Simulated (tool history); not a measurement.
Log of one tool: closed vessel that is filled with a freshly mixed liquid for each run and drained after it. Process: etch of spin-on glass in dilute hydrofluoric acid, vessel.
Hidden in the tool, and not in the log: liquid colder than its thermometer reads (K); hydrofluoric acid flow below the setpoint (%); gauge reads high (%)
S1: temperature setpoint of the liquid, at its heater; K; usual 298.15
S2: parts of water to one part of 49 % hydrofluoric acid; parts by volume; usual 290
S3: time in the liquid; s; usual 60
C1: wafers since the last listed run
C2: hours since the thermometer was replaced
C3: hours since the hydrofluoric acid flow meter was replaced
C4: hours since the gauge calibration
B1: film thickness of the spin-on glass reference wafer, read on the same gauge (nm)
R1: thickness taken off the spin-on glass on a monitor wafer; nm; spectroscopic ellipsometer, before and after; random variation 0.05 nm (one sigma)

{"run": 1, "hour": 0.0, "S1": 301.15, "S2": 290, "S3": 75, "C1": 0, "C2": 1881.8, "C3": 593.9, "C4": 589, "B1": 149.99, "R1": 10.48}
{"run": 2, "hour": 11.5, "S1": 298.15, "S2": 220, "S3": 60, "C1": 1239, "C2": 1893.3, "C3": 605.4, "C4": 600.5, "B1": 150, "R1": 10.75}
{"run": 3, "hour": 18.8, "S1": 298.15, "S2": 220, "S3": 60, "C1": 786, "C2": 1900.6, "C3": 612.7, "C4": 607.8, "B1": 150, "R1": 10.91}
{"run": 4, "hour": 26.0, "S1": 298.15, "S2": 290, "S3": 60, "C1": 776, "C2": 1907.8, "C3": 619.9, "C4": 615, "B1": 149.99, "R1": 7.62}
{"run": 5, "hour": 40.8, "S1": 298.15, "S2": 290, "S3": 60, "C1": 1595, "C2": 1922.6, "C3": 634.7, "C4": 629.8, "B1": 150, "R1": 7.63}
{"run": 6, "hour": 54.4, "S1": 298.15, "S2": 290, "S3": 60, "C1": 1466, "C2": 1936.2, "C3": 648.3, "C4": 643.4, "B1": 150.05, "R1": 7.65}
{"run": 7, "hour": 63.1, "S1": 298.15, "S2": 290, "S3": 60, "C1": 937, "C2": 1944.9, "C3": 657, "C4": 652.1, "B1": 149.98, "R1": 7.62}
{"run": 8, "hour": 77.9, "S1": 298.15, "S2": 290, "S3": 60, "C1": 1595, "C2": 1959.7, "C3": 671.8, "C4": 666.9, "B1": 150.03, "R1": 7.65}
{"run": 9, "hour": 88.7, "S1": 298.15, "S2": 350, "S3": 80, "C1": 1164, "C2": 1970.5, "C3": 682.6, "C4": 677.7, "B1": 149.99, "R1": 7.89}
{"run": 10, "hour": 105.0, "S1": 298.15, "S2": 195, "S3": 85, "C1": 1757, "C2": 1986.8, "C3": 698.9, "C4": 694, "B1": 150, "R1": 17.5}
{"hour": 112.9, "done": "gauge calibrated"}
{"run": 11, "hour": 117.9, "S1": 298.15, "S2": 195, "S3": 85, "C1": 1390, "C2": 1999.7, "C3": 711.8, "C4": 5, "B1": 150.03, "R1": 17.8}
{"hour": 124.8, "done": "hydrofluoric acid flow meter replaced"}
{"run": 12, "hour": 125.3, "S1": 298.15, "S2": 290, "S3": 60, "C1": 689, "C2": 2007.1, "C3": 0.5, "C4": 12.4, "B1": 150.04, "R1": 8.26}
{"run": 13, "hour": 136.2, "S1": 298.15, "S2": 290, "S3": 60, "C1": 1174, "C2": 2018, "C3": 11.4, "C4": 23.3, "B1": 149.94, "R1": 8.16}
{"run": 14, "hour": 151.8, "S1": 298.15, "S2": 290, "S3": 60, "C1": 1681, "C2": 2033.6, "C3": 27, "C4": 38.9, "B1": 149.96, "R1": 8.19}
{"run": 15, "hour": 160.0, "S1": 298.15, "S2": 290, "S3": 60, "C1": 883, "C2": 2041.8, "C3": 35.2, "C4": 47.1, "B1": 149.99, "R1": 8.23}
{"run": 16, "hour": 172.8, "S1": 298.15, "S2": 150, "S3": 60, "C1": 1379, "C2": 2054.6, "C3": 48, "C4": 59.9, "B1": 150.01, "R1": 18.47}
{"run": 17, "hour": 186.3, "S1": 302.65, "S2": 410, "S3": 80, "C1": 1455, "C2": 2068.1, "C3": 61.5, "C4": 73.4, "B1": 150, "R1": 7.9}
{"run": 18, "hour": 214.1, "S1": 300.15, "S2": 290, "S3": 45, "C1": 2996, "C2": 2095.9, "C3": 89.3, "C4": 101.2, "B1": 149.97, "R1": 6.59}
{"run": 19, "hour": 227.6, "S1": 295.65, "S2": 355, "S3": 75, "C1": 1455, "C2": 2109.4, "C3": 102.8, "C4": 114.7, "B1": 150.01, "R1": 7.12}
{"run": 20, "hour": 245.1, "S1": 300.65, "S2": 290, "S3": 30, "C1": 1886, "C2": 2126.9, "C3": 120.3, "C4": 132.2, "B1": 150.02, "R1": 4.39}
{"run": 21, "hour": 257.1, "S1": 298.15, "S2": 290, "S3": 60, "C1": 1293, "C2": 2138.9, "C3": 132.3, "C4": 144.2, "B1": 149.97, "R1": 8.15}
{"run": 22, "hour": 268.8, "S1": 298.15, "S2": 335, "S3": 30, "C1": 1261, "C2": 2150.6, "C3": 144, "C4": 155.9, "B1": 149.99, "R1": 3.37}
{"run": 23, "hour": 275.0, "S1": 299.65, "S2": 390, "S3": 80, "C1": 668, "C2": 2156.8, "C3": 150.2, "C4": 162.1, "B1": 149.99, "R1": 7.67}
{"run": 24, "hour": 291.4, "S1": 298.15, "S2": 290, "S3": 60, "C1": 1767, "C2": 2173.2, "C3": 166.6, "C4": 178.5, "B1": 150, "R1": 8.12}
{"hour": 305.3, "done": "thermometer replaced"}
{"run": 25, "hour": 305.8, "S1": 298.15, "S2": 290, "S3": 60, "C1": 1444, "C2": 0.5, "C3": 181, "C4": 192.9, "B1": 150.01, "R1": 8.02}
{"run": 26, "hour": 312.2, "S1": 302.15, "S2": 325, "S3": 45, "C1": 689, "C2": 6.9, "C3": 187.4, "C4": 199.3, "B1": 150.01, "R1": 5.93}
{"run": 27, "hour": 327.6, "S1": 298.15, "S2": 290, "S3": 60, "C1": 1660, "C2": 22.3, "C3": 202.8, "C4": 214.7, "B1": 149.95, "R1": 8.12}
{"run": 28, "hour": 342.6, "S1": 293.15, "S2": 415, "S3": 70, "C1": 1616, "C2": 37.3, "C3": 217.8, "C4": 229.7, "B1": 150.04, "R1": 4.93}
{"run": 29, "hour": 352.4, "S1": 301.15, "S2": 290, "S3": 85, "C1": 1056, "C2": 47.1, "C3": 227.6, "C4": 239.5, "B1": 150.02, "R1": 12.54}
{"run": 30, "hour": 366.1, "S1": 298.15, "S2": 205, "S3": 85, "C1": 1476, "C2": 60.8, "C3": 241.3, "C4": 253.2, "B1": 150, "R1": 17.56}
{"run": 31, "hour": 379.8, "S1": 296.65, "S2": 380, "S3": 35, "C1": 1476, "C2": 74.5, "C3": 255, "C4": 266.9, "B1": 150.05, "R1": 3.09}
{"run": 32, "hour": 409.2, "S1": 293.15, "S2": 420, "S3": 85, "C1": 3169, "C2": 103.9, "C3": 284.4, "C4": 296.3, "B1": 150.02, "R1": 5.83}
{"run": 33, "hour": 417.5, "S1": 298.15, "S2": 250, "S3": 45, "C1": 894, "C2": 112.2, "C3": 292.7, "C4": 304.6, "B1": 150, "R1": 7.21}
{"run": 34, "hour": 432.1, "S1": 301.15, "S2": 430, "S3": 45, "C1": 1573, "C2": 126.8, "C3": 307.3, "C4": 319.2, "B1": 150.02, "R1": 3.81}

Forecast each of these 4 alternatives for the next run:
{"run": "A", "hour": 432.8, "S1": 298.15, "S2": 290, "S3": 60, "C1": 75, "C2": 127.5, "C3": 308, "C4": 319.9, "B1": "?", "R1": "?"}
{"run": "B", "hour": 432.8, "S1": 295.15, "S2": 395, "S3": 60, "C1": 75, "C2": 127.5, "C3": 308, "C4": 319.9, "B1": "?", "R1": "?"}
{"run": "C", "hour": 432.8, "S1": 301.15, "S2": 335, "S3": 35, "C1": 75, "C2": 127.5, "C3": 308, "C4": 319.9, "B1": "?", "R1": "?"}
{"run": "D", "hour": 432.8, "S1": 296.15, "S2": 400, "S3": 60, "C1": 75, "C2": 127.5, "C3": 308, "C4": 319.9, "B1": "?", "R1": "?"}

run=A B1=149.97 R1=7.95
run=B B1=149.97 R1=4.77
run=C B1=149.97 R1=4.23
run=D B1=149.97 R1=4.85
Without the tool's hidden state the same runs would have given:
run=A R1=8.43
run=B R1=5.07
run=C R1=4.5
run=D R1=5.15

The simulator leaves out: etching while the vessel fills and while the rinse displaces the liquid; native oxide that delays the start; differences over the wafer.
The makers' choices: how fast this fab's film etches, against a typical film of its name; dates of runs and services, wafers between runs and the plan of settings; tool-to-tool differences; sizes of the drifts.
